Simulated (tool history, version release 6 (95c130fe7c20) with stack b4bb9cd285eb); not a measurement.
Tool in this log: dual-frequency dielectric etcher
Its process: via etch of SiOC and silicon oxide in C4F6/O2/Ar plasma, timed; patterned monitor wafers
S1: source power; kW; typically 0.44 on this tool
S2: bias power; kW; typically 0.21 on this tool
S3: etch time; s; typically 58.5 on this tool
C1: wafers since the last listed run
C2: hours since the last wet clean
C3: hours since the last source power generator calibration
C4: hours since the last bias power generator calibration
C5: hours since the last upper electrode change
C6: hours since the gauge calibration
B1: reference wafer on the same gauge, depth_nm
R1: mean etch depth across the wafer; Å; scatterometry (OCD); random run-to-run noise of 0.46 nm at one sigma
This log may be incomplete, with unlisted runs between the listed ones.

| run | day | S1 | S2 | S3 | C1 | C2 | C3 | C4 | C5 | C6 | B1 | R1 |
|---|---|---|---|---|---|---|---|---|---|---|---|---|
| 1 | 0 | 0.44 | 0.21 | 58.5 | 0 | 428.1 | 3515.1 | 1523.4 | 3811.5 | 190.5 | 55.7 | 697 |
| 2 | 0.671 | 0.49 | 0.229 | 58.5 | 173 | 444.2 | 3531.2 | 1539.5 | 3827.6 | 206.6 | 55.7 | 763 |
| 3 | 1.042 | 0.44 | 0.21 | 58.5 | 95 | 453.1 | 3540.1 | 1548.4 | 3836.5 | 215.5 | 55.8 | 681 |
| 4 | 1.4 | 0.44 | 0.21 | 58.5 | 92 | 461.7 | 3548.7 | 1557 | 3845.1 | 224.1 | 55.7 | 693 |
| 5 | 1.883 | 0.44 | 0.21 | 58.5 | 124 | 473.3 | 3560.3 | 1568.6 | 3856.7 | 235.7 | 55.7 | 687 |
|  | 3.225 | wet clean of the chamber |
|  | 3.271 | source power generator calibrated |
| 6 | 3.292 | 0.44 | 0.21 | 58.5 | 94 | 1.6 | 0.5 | 1602.4 | 3890.5 | 269.5 | 55.7 | 679 |
| 7 | 3.604 | 0.44 | 0.21 | 58.5 | 80 | 9.1 | 8 | 1609.9 | 3898 | 277 | 55.8 | 685 |
| 8 | 3.954 | 0.44 | 0.21 | 58.5 | 90 | 17.5 | 16.4 | 1618.3 | 3906.4 | 285.4 | 55.7 | 688 |
| 9 | 4.454 | 0.44 | 0.21 | 58.5 | 129 | 29.5 | 28.4 | 1630.3 | 3918.4 | 297.4 | 55.8 | 688 |
| 10 | 4.854 | 0.44 | 0.21 | 58.5 | 103 | 39.1 | 38 | 1639.9 | 3928 | 307 | 55.7 | 686 |
| 11 | 5.529 | 0.37 | 0.229 | 58.5 | 174 | 55.3 | 54.2 | 1656.1 | 3944.2 | 323.2 | 55.8 | 643 |
|  | 5.708 | gauge calibrated |
| 12 | 5.996 | 0.37 | 0.229 | 58.5 | 120 | 66.5 | 65.4 | 1667.3 | 3955.4 | 6.9 | 55.7 | 641 |
| 13 | 6.325 | 0.37 | 0.229 | 58.5 | 85 | 74.4 | 73.3 | 1675.2 | 3963.3 | 14.8 | 55.7 | 641 |
|  | 7.721 | upper electrode replaced |
| 14 | 7.742 | 0.44 | 0.244 | 70 | 107 | 108.4 | 107.3 | 1709.2 | 0.5 | 48.8 | 55.7 | 887 |
| 15 | 8.45 | 0.44 | 0.21 | 73.5 | 182 | 125.4 | 124.3 | 1726.2 | 17.5 | 65.8 | 55.6 | 868 |
| 16 | 9.029 | 0.44 | 0.21 | 58.5 | 149 | 139.3 | 138.2 | 1740.1 | 31.4 | 79.7 | 55.7 | 686 |
|  | 9.638 | bias power generator calibrated |
| 17 | 9.683 | 0.41 | 0.186 | 53 | 125 | 155 | 153.9 | 1.1 | 47.1 | 95.4 | 55.7 | 561 |
| 18 | 9.971 | 0.48 | 0.21 | 63.5 | 74 | 161.9 | 160.8 | 8 | 54 | 102.3 | 55.6 | 787 |
| 19 | 10.45 | 0.4 | 0.176 | 58.5 | 123 | 173.4 | 172.3 | 19.5 | 65.5 | 113.8 | 55.8 | 596 |
| 20 | 10.829 | 0.35 | 0.21 | 66.5 | 97 | 182.5 | 181.4 | 28.6 | 74.6 | 122.9 | 55.7 | 673 |
| 21 | 11.554 | 0.38 | 0.178 | 69 | 187 | 199.9 | 198.8 | 46 | 92 | 140.3 | 55.7 | 678 |
| 22 | 12.067 | 0.35 | 0.238 | 48 | 132 | 212.2 | 211.1 | 58.3 | 104.3 | 152.6 | 55.7 | 514 |
| 23 | 12.525 | 0.44 | 0.21 | 58.5 | 118 | 223.2 | 222.1 | 69.3 | 115.3 | 163.6 | 55.7 | 686 |
| 24 | 13.208 | 0.36 | 0.236 | 49.5 | 176 | 239.6 | 238.5 | 85.7 | 131.7 | 180 | 55.7 | 537 |
| 25 | 13.496 | 0.44 | 0.21 | 58.5 | 74 | 246.5 | 245.4 | 92.6 | 138.6 | 186.9 | 55.7 | 694 |
| 26 | 13.829 | 0.52 | 0.182 | 51 | 86 | 254.5 | 253.4 | 100.6 | 146.6 | 194.9 | 55.7 | 625 |
| 27 | 14.179 | 0.44 | 0.21 | 58.5 | 90 | 262.9 | 261.8 | 109 | 155 | 203.3 | 55.8 | 689 |
| 28 | 14.892 | 0.44 | 0.21 | 58.5 | 184 | 280 | 278.9 | 126.1 | 172.1 | 220.4 | 55.7 | 691 |
| 29 | 15.504 | 0.51 | 0.21 | 58.5 | 158 | 294.7 | 293.6 | 140.8 | 186.8 | 235.1 | 55.7 | 745 |

What if the next run were any one of these 5? Each begins from the tool's condition after run 29:
| A | 15.521 | 0.44 | 0.21 | 58.5 | 4 | 295.1 | 294 | 141.2 | 187.2 | 235.5 | ? | ? |
| B | 15.521 | 0.52 | 0.25 | 58.5 | 4 | 295.1 | 294 | 141.2 | 187.2 | 235.5 | ? | ? |
| C | 15.521 | 0.44 | 0.227 | 63 | 4 | 295.1 | 294 | 141.2 | 187.2 | 235.5 | ? | ? |
| D | 15.521 | 0.51 | 0.21 | 49.5 | 4 | 295.1 | 294 | 141.2 | 187.2 | 235.5 | ? | ? |
| E | 15.521 | 0.38 | 0.17 | 58.5 | 4 | 295.1 | 294 | 141.2 | 187.2 | 235.5 | ? | ? |

| run | B1 | R1 |
|---|---|---|
| A | 55.6 | 696 |
| B | 55.6 | 835 |
| C | 55.6 | 779 |
| D | 55.6 | 643 |
| E | 55.6 | 568 |
Had the tool no hidden state, the same runs would have come out as:
| run | R1 |
|---|---|
| A | 696 |
| B | 835 |
| C | 779 |
| D | 643 |
| E | 568 |
